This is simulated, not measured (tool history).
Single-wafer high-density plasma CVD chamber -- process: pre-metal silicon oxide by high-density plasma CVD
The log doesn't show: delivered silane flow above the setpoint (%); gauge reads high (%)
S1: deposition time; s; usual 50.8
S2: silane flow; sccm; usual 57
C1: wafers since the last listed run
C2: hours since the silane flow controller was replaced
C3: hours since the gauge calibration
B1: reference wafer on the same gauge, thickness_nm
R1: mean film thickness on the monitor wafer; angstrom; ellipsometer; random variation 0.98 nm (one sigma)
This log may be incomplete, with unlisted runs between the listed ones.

{"run": 1, "hour": 0.0, "S1": 50.8, "S2": 65, "C1": 0, "C2": 944.6, "C3": 1587.6, "B1": 228.994, "R1": 3143.17}
{"run": 2, "hour": 26.0, "S1": 50.8, "S2": 57, "C1": 423, "C2": 970.6, "C3": 1613.6, "B1": 229.01, "R1": 2786.89}
{"run": 3, "hour": 94.8, "S1": 50.8, "S2": 57, "C1": 1121, "C2": 1039.4, "C3": 1682.4, "B1": 228.775, "R1": 2770.71}
{"run": 4, "hour": 151.2, "S1": 50.8, "S2": 57, "C1": 919, "C2": 1095.8, "C3": 1738.8, "B1": 228.977, "R1": 2789.12}
{"run": 5, "hour": 220.9, "S1": 50.8, "S2": 57, "C1": 1136, "C2": 1165.5, "C3": 1808.5, "B1": 228.847, "R1": 2756.91}
{"run": 6, "hour": 381.8, "S1": 50.8, "S2": 57, "C1": 2622, "C2": 1326.4, "C3": 1969.4, "B1": 229.08, "R1": 2757.66}
{"run": 7, "hour": 431.3, "S1": 53.5, "S2": 57, "C1": 806, "C2": 1375.9, "C3": 2018.9, "B1": 229.152, "R1": 2933.07}
{"run": 8, "hour": 469.1, "S1": 50.8, "S2": 54, "C1": 616, "C2": 1413.7, "C3": 2056.7, "B1": 228.974, "R1": 2622.76}
{"run": 9, "hour": 529.8, "S1": 50.8, "S2": 54, "C1": 989, "C2": 1474.4, "C3": 2117.4, "B1": 228.915, "R1": 2614.2}
{"run": 10, "hour": 598.8, "S1": 50.8, "S2": 64, "C1": 1124, "C2": 1543.4, "C3": 2186.4, "B1": 229.013, "R1": 3097.47}
{"run": 11, "hour": 653.0, "S1": 44.0, "S2": 57, "C1": 883, "C2": 1597.6, "C3": 2240.6, "B1": 229.154, "R1": 2391.47}
{"run": 12, "hour": 693.5, "S1": 44.0, "S2": 57, "C1": 660, "C2": 1638.1, "C3": 2281.1, "B1": 229.042, "R1": 2400.62}
{"run": 13, "hour": 752.3, "S1": 44.0, "S2": 57, "C1": 958, "C2": 1696.9, "C3": 2339.9, "B1": 228.998, "R1": 2396.15}
{"run": 14, "hour": 804.3, "S1": 58.2, "S2": 57, "C1": 847, "C2": 1748.9, "C3": 2391.9, "B1": 228.943, "R1": 3175.5}
{"run": 15, "hour": 863.8, "S1": 50.8, "S2": 57, "C1": 969, "C2": 1808.4, "C3": 2451.4, "B1": 229.001, "R1": 2772.22}
{"run": 16, "hour": 907.2, "S1": 50.8, "S2": 57, "C1": 707, "C2": 1851.8, "C3": 2494.8, "B1": 228.837, "R1": 2753.38}
{"run": 17, "hour": 963.4, "S1": 50.8, "S2": 57, "C1": 916, "C2": 1908.0, "C3": 2551.0, "B1": 228.849, "R1": 2749.2}
{"run": 18, "hour": 1033.1, "S1": 50.8, "S2": 57, "C1": 1136, "C2": 1977.7, "C3": 2620.7, "B1": 228.98, "R1": 2760.17}
{"run": 19, "hour": 1079.0, "S1": 50.8, "S2": 57, "C1": 748, "C2": 2023.6, "C3": 2666.6, "B1": 228.932, "R1": 2757.28}
{"run": 20, "hour": 1139.7, "S1": 50.8, "S2": 48, "C1": 989, "C2": 2084.3, "C3": 2727.3, "B1": 228.931, "R1": 2328.06}
{"run": 21, "hour": 1201.0, "S1": 50.8, "S2": 48, "C1": 999, "C2": 2145.6, "C3": 2788.6, "B1": 229.016, "R1": 2351.83}
{"hour": 1216.7, "done": "gauge calibrated"}
{"run": 22, "hour": 1232.5, "S1": 57.3, "S2": 57, "C1": 513, "C2": 2177.1, "C3": 15.8, "B1": 228.939, "R1": 3119.99}
{"hour": 1248.7, "done": "silane flow controller replaced"}
{"run": 23, "hour": 1298.9, "S1": 50.8, "S2": 57, "C1": 951, "C2": 50.2, "C3": 82.2, "B1": 229.057, "R1": 2780.15}
{"run": 24, "hour": 1331.3, "S1": 50.8, "S2": 66, "C1": 528, "C2": 82.6, "C3": 114.6, "B1": 228.915, "R1": 3196.92}
{"run": 25, "hour": 1387.3, "S1": 54.4, "S2": 62, "C1": 912, "C2": 138.6, "C3": 170.6, "B1": 229.059, "R1": 3217.42}
{"run": 26, "hour": 1431.2, "S1": 56.8, "S2": 52, "C1": 715, "C2": 182.5, "C3": 214.5, "B1": 229.023, "R1": 2849.39}
{"run": 27, "hour": 1465.6, "S1": 50.8, "S2": 57, "C1": 560, "C2": 216.9, "C3": 248.9, "B1": 229.144, "R1": 2786.58}
{"run": 28, "hour": 1536.9, "S1": 53.9, "S2": 60, "C1": 1162, "C2": 288.2, "C3": 320.2, "B1": 228.899, "R1": 3113.15}
{"run": 29, "hour": 1607.9, "S1": 57.8, "S2": 68, "C1": 1157, "C2": 359.2, "C3": 391.2, "B1": 228.838, "R1": 3770.33}
{"run": 30, "hour": 1637.7, "S1": 53.4, "S2": 50, "C1": 485, "C2": 389.0, "C3": 421.0, "B1": 228.984, "R1": 2581.65}
{"run": 31, "hour": 1676.3, "S1": 60.3, "S2": 53, "C1": 629, "C2": 427.6, "C3": 459.6, "B1": 228.882, "R1": 3087.17}
{"run": 32, "hour": 1735.1, "S1": 50.8, "S2": 57, "C1": 958, "C2": 486.4, "C3": 518.4, "B1": 228.978, "R1": 2783.67}
{"run": 33, "hour": 1767.0, "S1": 53.9, "S2": 60, "C1": 519, "C2": 518.3, "C3": 550.3, "B1": 229.078, "R1": 3088.71}
{"run": 34, "hour": 1811.2, "S1": 50.8, "S2": 67, "C1": 720, "C2": 562.5, "C3": 594.5, "B1": 229.198, "R1": 3246.34}
{"run": 35, "hour": 1848.3, "S1": 50.8, "S2": 57, "C1": 604, "C2": 599.6, "C3": 631.6, "B1": 229.009, "R1": 2783.12}
{"run": 36, "hour": 1886.4, "S1": 50.8, "S2": 51, "C1": 621, "C2": 637.7, "C3": 669.7, "B1": 229.225, "R1": 2514.49}
{"run": 37, "hour": 1911.3, "S1": 50.8, "S2": 57, "C1": 405, "C2": 662.6, "C3": 694.6, "B1": 229.096, "R1": 2778.37}
{"run": 38, "hour": 1979.1, "S1": 46.2, "S2": 57, "C1": 1105, "C2": 730.4, "C3": 762.4, "B1": 228.928, "R1": 2515.47}
{"run": 39, "hour": 2007.3, "S1": 50.8, "S2": 57, "C1": 459, "C2": 758.6, "C3": 790.6, "B1": 228.902, "R1": 2787.32}
{"run": 40, "hour": 2075.5, "S1": 41.0, "S2": 61, "C1": 1111, "C2": 826.8, "C3": 858.8, "B1": 229.108, "R1": 2397.82}
{"run": 41, "hour": 2142.7, "S1": 50.8, "S2": 57, "C1": 1095, "C2": 894.0, "C3": 926.0, "B1": 229.1, "R1": 2780.32}
{"run": 42, "hour": 2183.9, "S1": 57.0, "S2": 54, "C1": 671, "C2": 935.2, "C3": 967.2, "B1": 229.065, "R1": 2982.71}
{"run": 43, "hour": 2221.4, "S1": 50.8, "S2": 57, "C1": 611, "C2": 972.7, "C3": 1004.7, "B1": 228.886, "R1": 2780.42}
{"run": 44, "hour": 2272.1, "S1": 58.6, "S2": 48, "C1": 826, "C2": 1023.4, "C3": 1055.4, "B1": 228.978, "R1": 2707.94}

Each row is a separate what-if for the run after 44, all from the same tool condition, not one after another. Results?
{"run": "A", "hour": 2272.5, "S1": 57.4, "S2": 57, "C1": 6, "C2": 1023.8, "C3": 1055.8, "B1": "?", "R1": "?"}
{"run": "B", "hour": 2272.5, "S1": 46.1, "S2": 61, "C1": 6, "C2": 1023.8, "C3": 1055.8, "B1": "?", "R1": "?"}
{"run": "C", "hour": 2272.5, "S1": 41.0, "S2": 52, "C1": 6, "C2": 1023.8, "C3": 1055.8, "B1": "?", "R1": "?"}
{"run": "D", "hour": 2272.5, "S1": 57.2, "S2": 61, "C1": 6, "C2": 1023.8, "C3": 1055.8, "B1": "?", "R1": "?"}
{"run": "E", "hour": 2272.5, "S1": 41.6, "S2": 67, "C1": 6, "C2": 1023.8, "C3": 1055.8, "B1": "?", "R1": "?"}

run=A B1=228.999 R1=3142.50
run=B B1=228.999 R1=2693.08
run=C B1=228.999 R1=2056.52
run=D B1=228.999 R1=3341.52
run=E B1=228.999 R1=2659.25
What these runs would have given with no unlogged condition in the tool:
run=A R1=3149.95
run=B R1=2699.46
run=C R1=2061.39
run=D R1=3349.44
run=E R1=2665.56
